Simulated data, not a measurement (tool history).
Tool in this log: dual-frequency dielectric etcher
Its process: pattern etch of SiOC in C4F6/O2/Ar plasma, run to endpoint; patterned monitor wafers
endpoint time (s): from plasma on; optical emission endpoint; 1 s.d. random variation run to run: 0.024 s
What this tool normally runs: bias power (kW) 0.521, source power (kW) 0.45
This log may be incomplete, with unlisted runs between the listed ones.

run   hour  bias power (kW)  source power (kW)  incoming incoming film thickness, nm  endpoint time (s)
  1      0            0.521               0.45                                 26.76                8.3
  2   10.8            0.521               0.45                                 26.85                8.3
  3   18.7            0.521               0.45                                 26.97                8.3
  4   32.6            0.521               0.45                                 26.87                8.3
  5   39.7            0.521               0.45                                 27.01                8.3
  6   50.7            0.521               0.45                                 26.84                8.3
        72  -- bias power generator calibrated
      86.3  -- wet clean of the chamber
  7   93.1            0.521               0.45                                 26.61                  8
  8    107            0.521               0.45                                 26.97                8.1
  9    120            0.521               0.45                                 26.98                8.2
     153.9  -- upper electrode replaced
     157.8  -- source power generator calibrated
 10  158.3            0.521               0.45                                 26.91                8.1
 11  158.7            0.438                0.5                                 27.06                8.4
 12  160.4            0.521               0.55                                 27.03                7.7
 13  170.4            0.637               0.48                                 27.07                7.4
 14  180.2            0.521               0.45                                 26.98                8.2
 15  189.9            0.521               0.45                                 27.07                8.2
 16  199.4            0.416               0.45                                 26.76                8.8
 17    206            0.399               0.53                                 26.88                8.6
 18  215.7            0.521               0.45                                 27.03                8.2
 19  226.9            0.521               0.39                                 27.06                8.5
 20  235.4            0.416                0.5                                 27.13                8.7

What if the next run were any one of these 4? Each begins from the tool's condition after run 20:
  A  235.8            0.521               0.45                                 26.73                  ?
  B  235.8            0.415               0.36                                 26.73                  ?
  C  235.8            0.397               0.39                                 26.73                  ?
  D  235.8            0.463               0.38                                 26.73                  ?

run  endpoint time (s)
  A                8.1
  B                9.4
  C                9.3
  D                8.9
Had the tool no hidden state, the same runs would have come out as:
run  endpoint time (s)
  A                8.1
  B                9.3
  C                9.3
  D                8.8
